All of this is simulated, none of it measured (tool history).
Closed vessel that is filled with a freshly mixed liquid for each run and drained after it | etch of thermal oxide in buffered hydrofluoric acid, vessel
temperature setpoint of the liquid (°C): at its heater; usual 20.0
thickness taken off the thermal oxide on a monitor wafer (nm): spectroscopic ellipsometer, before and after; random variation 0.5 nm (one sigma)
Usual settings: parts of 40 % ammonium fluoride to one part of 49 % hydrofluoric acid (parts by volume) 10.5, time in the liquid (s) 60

run,hour,temperature setpoint of the liquid (°C),parts of 40 % ammonium fluoride to one part of 49 % hydrofluoric acid (parts by volume),time in the liquid (s),wafers since the last listed run,hours since the thermometer was replaced,hours since the hydrofluoric acid flow meter was replaced,hours since the gauge calibration,"read-back film thickness of the thermal oxide reference wafer, read on the same gauge (nm)",thickness taken off the thermal oxide on a monitor wafer (nm)
1,0.0,20.0,10.5,60,0,230.3,1474.7,634.2,49.99,52.16
2,41.0,20.0,10.5,60,6165,271.3,1515.7,675.2,50.04,51.82
3,98.8,20.0,10.5,60,8692,329.1,1573.5,733.0,49.99,52.46
4,136.1,20.0,10.5,60,5609,366.4,1610.8,770.3,50.02,52.56
5,207.2,20.0,13.5,60,10692,437.5,1681.9,841.4,50.02,40.56
6,258.7,20.0,13.5,60,7744,489.0,1733.4,892.9,49.99,41.25
7,290.2,20.0,13.5,60,4737,520.5,1764.9,924.4,50.02,40.84
8,323.5,20.0,10.5,60,5007,553.8,1798.2,957.7,49.99,53.26
9,363.0,22.0,11.5,60,5940,593.3,1837.7,997.2,49.99,53.46
10,389.4,20.0,10.5,60,3970,619.7,1864.1,1023.6,50.01,51.92
11,456.3,20.0,10.5,60,10060,686.6,1931.0,1090.5,50.04,52.50
12,497.9,22.0,10.5,60,6255,728.2,1972.6,1132.1,50.02,58.82
13,557.2,22.0,10.5,60,8917,787.5,2031.9,1191.4,49.98,57.87
14,628.4,20.0,10.5,60,10707,858.7,2103.1,1262.6,50.02,52.57
15,678.2,20.0,10.5,60,7489,908.5,2152.9,1312.4,50.00,52.48
16,733.9,17.0,13.0,70,8376,964.2,2208.6,1368.1,50.02,41.14
# hour 747.5: hydrofluoric acid flow meter replaced
# hour 753.4: thermometer replaced
17,764.5,20.0,10.5,60,4300,11.1,17.0,1398.7,49.98,51.77
18,835.2,17.0,9.5,35,10632,81.8,87.7,1469.4,50.02,27.82
19,878.3,20.0,10.5,60,6481,124.9,130.8,1512.5,50.00,52.51
20,915.9,20.0,13.5,60,5654,162.5,168.4,1550.1,49.99,40.97
21,944.9,20.0,10.5,60,4361,191.5,197.4,1579.1,49.96,53.16
22,1015.8,20.0,13.0,60,10662,262.4,268.3,1650.0,50.01,42.58
23,1066.7,20.0,6.5,35,7654,313.3,319.2,1700.9,50.01,47.31
24,1101.7,18.5,12.0,60,5263,348.3,354.2,1735.9,50.01,41.77
# hour 1143.6: gauge calibrated
25,1167.3,22.0,10.5,60,9865,413.9,419.8,23.7,50.00,59.19
26,1209.1,20.0,12.5,60,6286,455.7,461.6,65.5,50.00,43.88
27,1239.4,20.0,12.5,75,4556,486.0,491.9,95.8,50.03,54.81
28,1273.5,25.0,12.0,80,5128,520.1,526.0,129.9,49.99,80.71
29,1309.3,23.0,7.5,45,5383,555.9,561.8,165.7,50.00,63.33
30,1369.1,18.0,9.0,45,8992,615.7,621.6,225.5,50.01,39.43
31,1414.1,20.0,8.0,60,6767,660.7,666.6,270.5,50.01,67.09
32,1461.2,20.0,10.5,60,7083,707.8,713.7,317.6,50.00,51.99
33,1529.6,22.5,7.5,85,10286,776.2,782.1,386.0,50.00,115.93
34,1596.8,20.0,10.5,60,10105,843.4,849.3,453.2,49.97,51.79

Forecast each of these 3 alternatives for the next run:
A,1597.5,20.0,10.5,60,105,844.1,850.0,453.9,?,?
B,1597.5,24.5,7.0,40,105,844.1,850.0,453.9,?,?
C,1597.5,24.5,11.5,35,105,844.1,850.0,453.9,?,?

run,"read-back film thickness of the thermal oxide reference wafer, read on the same gauge (nm)",thickness taken off the thermal oxide on a monitor wafer (nm)
A,49.99,52.27
B,49.99,65.69
C,49.99,35.77
Without the tool's hidden state the same runs would have given:
run,thickness taken off the thermal oxide on a monitor wafer (nm)
A,52.27
B,65.69
C,35.77
